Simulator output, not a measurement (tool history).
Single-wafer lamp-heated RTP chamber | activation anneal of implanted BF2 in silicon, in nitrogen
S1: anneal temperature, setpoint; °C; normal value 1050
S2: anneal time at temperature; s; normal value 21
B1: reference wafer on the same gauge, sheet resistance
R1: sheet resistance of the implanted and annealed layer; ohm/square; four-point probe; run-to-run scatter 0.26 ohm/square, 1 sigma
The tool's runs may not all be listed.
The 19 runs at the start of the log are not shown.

| run | hour | S1 | S2 | B1 | R1 |
|---|---|---|---|---|---|
| 20 | 248.5 | 1066 | 16 | 191.02 | 168.82 |
| 21 | 257.6 | 1050 | 16 | 190.98 | 172.83 |
| 22 | 269.2 | 1050 | 10 | 191 | 176.35 |
| 23 | 283.8 | 1050 | 24 | 190.93 | 169.25 |
| 24 | 301.1 | 1080 | 16 | 191.02 | 166.22 |
| 25 | 316.9 | 1077 | 13 | 190.98 | 168.08 |
| 26 | 334.1 | 1050 | 21 | 190.96 | 170.03 |
| 27 | 367.6 | 1077 | 16 | 191.01 | 166.78 |

Forecast run 28:
| 28 | 379.4 | 1039 | 32 | ? | ? |

B1: 190.95
R1: 169.38 ohm/square
Had the tool carried no hidden state, the very same run would have given R1 170.73 ohm/square.

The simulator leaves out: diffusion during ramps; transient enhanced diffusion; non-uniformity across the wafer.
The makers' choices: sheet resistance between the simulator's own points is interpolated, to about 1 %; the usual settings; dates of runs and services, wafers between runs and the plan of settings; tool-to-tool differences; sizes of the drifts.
